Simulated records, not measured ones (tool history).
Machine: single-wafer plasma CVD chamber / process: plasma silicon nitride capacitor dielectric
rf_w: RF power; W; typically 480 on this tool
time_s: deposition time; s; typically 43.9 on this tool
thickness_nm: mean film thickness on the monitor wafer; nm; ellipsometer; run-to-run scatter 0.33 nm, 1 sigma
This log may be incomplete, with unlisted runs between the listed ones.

| run | hour | rf_w | time_s | read-back reference wafer on the same gauge, thickness_nm | thickness_nm |
|---|---|---|---|---|---|
| 1 | 0.0 | 480 | 43.9 | 54.876 | 67.049 |
| 2 | 60.5 | 480 | 43.9 | 54.815 | 67.316 |
| 3 | 108.3 | 480 | 43.9 | 54.926 | 67.276 |
| 4 | 133.0 | 480 | 43.9 | 54.936 | 67.195 |
| 5 | 199.8 | 480 | 43.9 | 54.901 | 67.061 |
| 6 | 238.4 | 480 | 43.9 | 54.876 | 66.817 |
| 7 | 267.7 | 480 | 43.9 | 54.838 | 67.085 |
| 8 | 310.6 | 480 | 43.9 | 55.001 | 67.165 |
| 9 | 396.6 | 480 | 43.9 | 54.835 | 67.206 |
|  | 465.0 | showerhead replaced |
| 10 | 465.5 | 480 | 43.9 | 54.945 | 67.631 |
| 11 | 502.6 | 480 | 43.9 | 54.893 | 67.170 |
| 12 | 535.8 | 480 | 43.9 | 54.793 | 66.782 |
| 13 | 612.2 | 570 | 41.3 | 54.820 | 65.768 |
| 14 | 649.1 | 550 | 38.8 | 54.971 | 61.721 |
|  | 663.6 | gauge calibrated |
|  | 728.7 | RF generator calibrated |
| 15 | 782.1 | 510 | 50.3 | 54.848 | 77.922 |
| 16 | 903.6 | 415 | 43.9 | 54.926 | 64.685 |
| 17 | 930.5 | 435 | 43.9 | 54.926 | 65.237 |
| 18 | 957.0 | 565 | 39.2 | 54.916 | 62.813 |
| 19 | 986.7 | 480 | 43.9 | 54.853 | 67.314 |

Forecast run 20:
| 20 | 1052.4 | 480 | 43.9 | ? | ? |

read-back reference wafer on the same gauge, thickness_nm: 54.816
thickness_nm: 67.631 nm
Minus the tool's unlogged condition, the same run would have read thickness_nm 67.631 nm.
